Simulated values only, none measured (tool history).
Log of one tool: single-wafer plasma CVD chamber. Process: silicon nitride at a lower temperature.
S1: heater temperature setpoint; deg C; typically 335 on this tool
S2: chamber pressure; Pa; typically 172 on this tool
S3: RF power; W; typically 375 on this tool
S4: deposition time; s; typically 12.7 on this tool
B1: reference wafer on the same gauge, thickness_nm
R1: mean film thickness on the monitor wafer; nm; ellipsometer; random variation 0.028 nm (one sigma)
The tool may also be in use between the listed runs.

| run | hour | S1 | S2 | S3 | S4 | B1 | R1 |
|---|---|---|---|---|---|---|---|
| 1 | 0 | 335 | 172 | 375 | 12.7 | 18.203 | 18.068 |
| 2 | 24.2 | 335 | 172 | 375 | 12.7 | 18.196 | 18.011 |
|  | 32.7 | gauge calibrated |
| 3 | 34 | 335 | 172 | 375 | 12.7 | 18.204 | 18.009 |
| 4 | 50 | 335 | 172 | 375 | 12.7 | 18.209 | 17.955 |
| 5 | 96.1 | 335 | 172 | 375 | 12.7 | 18.204 | 17.939 |
|  | 130.5 | showerhead replaced |
| 6 | 135.3 | 335 | 172 | 375 | 12.7 | 18.201 | 17.934 |
| 7 | 150.3 | 335 | 172 | 375 | 12.7 | 18.204 | 17.817 |
| 8 | 162.1 | 320 | 172 | 375 | 12.7 | 18.205 | 17.935 |
| 9 | 173.5 | 335 | 172 | 375 | 10.3 | 18.198 | 14.495 |
| 10 | 183.7 | 335 | 160 | 375 | 14.2 | 18.198 | 19.59 |
| 11 | 190.5 | 335 | 152 | 375 | 11.2 | 18.196 | 15.267 |
|  | 202.6 | RF generator calibrated |
|  | 209.3 | capacitance manometer re-zeroed and calibrated |
| 12 | 209.8 | 335 | 172 | 375 | 12.7 | 18.195 | 18.732 |
| 13 | 212.3 | 326 | 172 | 375 | 12.7 | 18.196 | 18.768 |
| 14 | 218.4 | 330 | 172 | 445 | 12.7 | 18.198 | 20.875 |
| 15 | 233.6 | 335 | 141 | 375 | 13.5 | 18.203 | 18.983 |
|  | 249 | thermocouple changed; heater temperature recalibrated |
| 16 | 249.5 | 335 | 172 | 375 | 12.7 | 18.205 | 18.677 |
| 17 | 260.3 | 335 | 172 | 325 | 12.7 | 18.203 | 16.979 |
| 18 | 269.6 | 339 | 211 | 340 | 12.7 | 18.202 | 18.291 |
| 19 | 276.7 | 335 | 172 | 375 | 12.7 | 18.195 | 18.682 |
| 20 | 294.2 | 335 | 153 | 430 | 12.7 | 18.196 | 19.867 |
| 21 | 302.3 | 335 | 172 | 375 | 12.7 | 18.205 | 18.683 |
| 22 | 313.5 | 320 | 199 | 375 | 13.9 | 18.207 | 21.273 |
| 23 | 328.6 | 335 | 153 | 375 | 12.7 | 18.203 | 18.179 |
| 24 | 346.1 | 340 | 172 | 375 | 11.7 | 18.201 | 17.224 |
| 25 | 357.3 | 335 | 172 | 375 | 12.7 | 18.2 | 18.677 |
| 26 | 370.3 | 335 | 172 | 375 | 12.7 | 18.194 | 18.676 |

Predict the results of run 27:
| 27 | 380.6 | 335 | 172 | 375 | 12.7 | ? | ? |

{"run 27": {"B1": 18.202, "R1": 18.656}}
On a tool with no hidden condition, and with the same random variation, this run would have come out at R1 18.68 nm.
